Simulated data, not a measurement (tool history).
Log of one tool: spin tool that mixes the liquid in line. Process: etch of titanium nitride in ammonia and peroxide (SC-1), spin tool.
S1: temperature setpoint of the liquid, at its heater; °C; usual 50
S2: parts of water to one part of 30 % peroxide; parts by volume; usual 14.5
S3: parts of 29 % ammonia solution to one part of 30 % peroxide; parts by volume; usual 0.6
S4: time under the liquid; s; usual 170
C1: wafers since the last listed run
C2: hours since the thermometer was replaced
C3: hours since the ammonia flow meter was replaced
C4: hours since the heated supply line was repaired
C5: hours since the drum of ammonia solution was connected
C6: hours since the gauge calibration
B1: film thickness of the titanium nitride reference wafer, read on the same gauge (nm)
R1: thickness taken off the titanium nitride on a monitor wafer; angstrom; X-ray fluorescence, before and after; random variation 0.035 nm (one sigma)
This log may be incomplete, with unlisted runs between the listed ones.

{"run": 1, "hour": 0.0, "S1": 50, "S2": 14.5, "S3": 0.6, "S4": 170, "C1": 0, "C2": 1552.4, "C3": 1641.6, "C4": 1152.1, "C5": 715, "C6": 61.9, "B1": 130.001, "R1": 47.08}
{"run": 2, "hour": 17.6, "S1": 50, "S2": 14.5, "S3": 0.6, "S4": 170, "C1": 110, "C2": 1570, "C3": 1659.2, "C4": 1169.7, "C5": 732.6, "C6": 79.5, "B1": 129.956, "R1": 47.24}
{"run": 3, "hour": 29.3, "S1": 42.5, "S2": 14.5, "S3": 0.6, "S4": 170, "C1": 73, "C2": 1581.7, "C3": 1670.9, "C4": 1181.4, "C5": 744.3, "C6": 91.2, "B1": 130.009, "R1": 27.52}
{"run": 4, "hour": 36.8, "S1": 42.5, "S2": 14.5, "S3": 0.6, "S4": 170, "C1": 47, "C2": 1589.2, "C3": 1678.4, "C4": 1188.9, "C5": 751.8, "C6": 98.7, "B1": 129.981, "R1": 27.48}
{"run": 5, "hour": 47.6, "S1": 42.5, "S2": 14.5, "S3": 0.6, "S4": 170, "C1": 67, "C2": 1600, "C3": 1689.2, "C4": 1199.7, "C5": 762.6, "C6": 109.5, "B1": 130.001, "R1": 27.6}
{"run": 6, "hour": 60.6, "S1": 50, "S2": 14.5, "S3": 0.6, "S4": 170, "C1": 81, "C2": 1613, "C3": 1702.2, "C4": 1212.7, "C5": 775.6, "C6": 122.5, "B1": 130.006, "R1": 47.03}
{"hour": 72.1, "done": "ammonia flow meter replaced"}
{"run": 7, "hour": 76.0, "S1": 50, "S2": 14.5, "S3": 0.6, "S4": 170, "C1": 90, "C2": 1628.4, "C3": 3.9, "C4": 1228.1, "C5": 791, "C6": 137.9, "B1": 129.994, "R1": 47.56}
{"run": 8, "hour": 93.5, "S1": 50, "S2": 14.5, "S3": 0.6, "S4": 170, "C1": 110, "C2": 1645.9, "C3": 21.4, "C4": 1245.6, "C5": 808.5, "C6": 155.4, "B1": 130.003, "R1": 46.93}
{"run": 9, "hour": 103.3, "S1": 60, "S2": 14.5, "S3": 0.75, "S4": 170, "C1": 61, "C2": 1655.7, "C3": 31.2, "C4": 1255.4, "C5": 818.3, "C6": 165.2, "B1": 130.025, "R1": 96.1}
{"hour": 109.2, "done": "heated supply line repaired"}
{"run": 10, "hour": 114.1, "S1": 50, "S2": 14.5, "S3": 0.6, "S4": 170, "C1": 61, "C2": 1666.5, "C3": 42, "C4": 4.9, "C5": 829.1, "C6": 176, "B1": 129.996, "R1": 47.35}
{"hour": 123.0, "done": "gauge calibrated"}
{"run": 11, "hour": 131.1, "S1": 45, "S2": 18.5, "S3": 0.5, "S4": 135, "C1": 106, "C2": 1683.5, "C3": 59, "C4": 21.9, "C5": 846.1, "C6": 8.1, "B1": 129.991, "R1": 22.26}
{"run": 12, "hour": 147.8, "S1": 50, "S2": 14.5, "S3": 0.3, "S4": 170, "C1": 105, "C2": 1700.2, "C3": 75.7, "C4": 38.6, "C5": 862.8, "C6": 24.8, "B1": 130.01, "R1": 42.3}
{"hour": 151.1, "done": "new drum of ammonia solution connected"}
{"hour": 160.3, "done": "thermometer replaced"}
{"run": 13, "hour": 165.3, "S1": 50, "S2": 7.5, "S3": 0.5, "S4": 170, "C1": 97, "C2": 5, "C3": 93.2, "C4": 56.1, "C5": 14.2, "C6": 42.3, "B1": 130.016, "R1": 64.84}

What will run 14 give?
{"run": 14, "hour": 181.4, "S1": 43.5, "S2": 19.5, "S3": 0.5, "S4": 170, "C1": 101, "C2": 21.1, "C3": 109.3, "C4": 72.2, "C5": 30.3, "C6": 58.4, "B1": "?", "R1": "?"}

B1: 129.99
R1: 24.59 angstrom
On a tool with no hidden condition, and with the same random variation, this run would have come out at R1 24.59 angstrom.
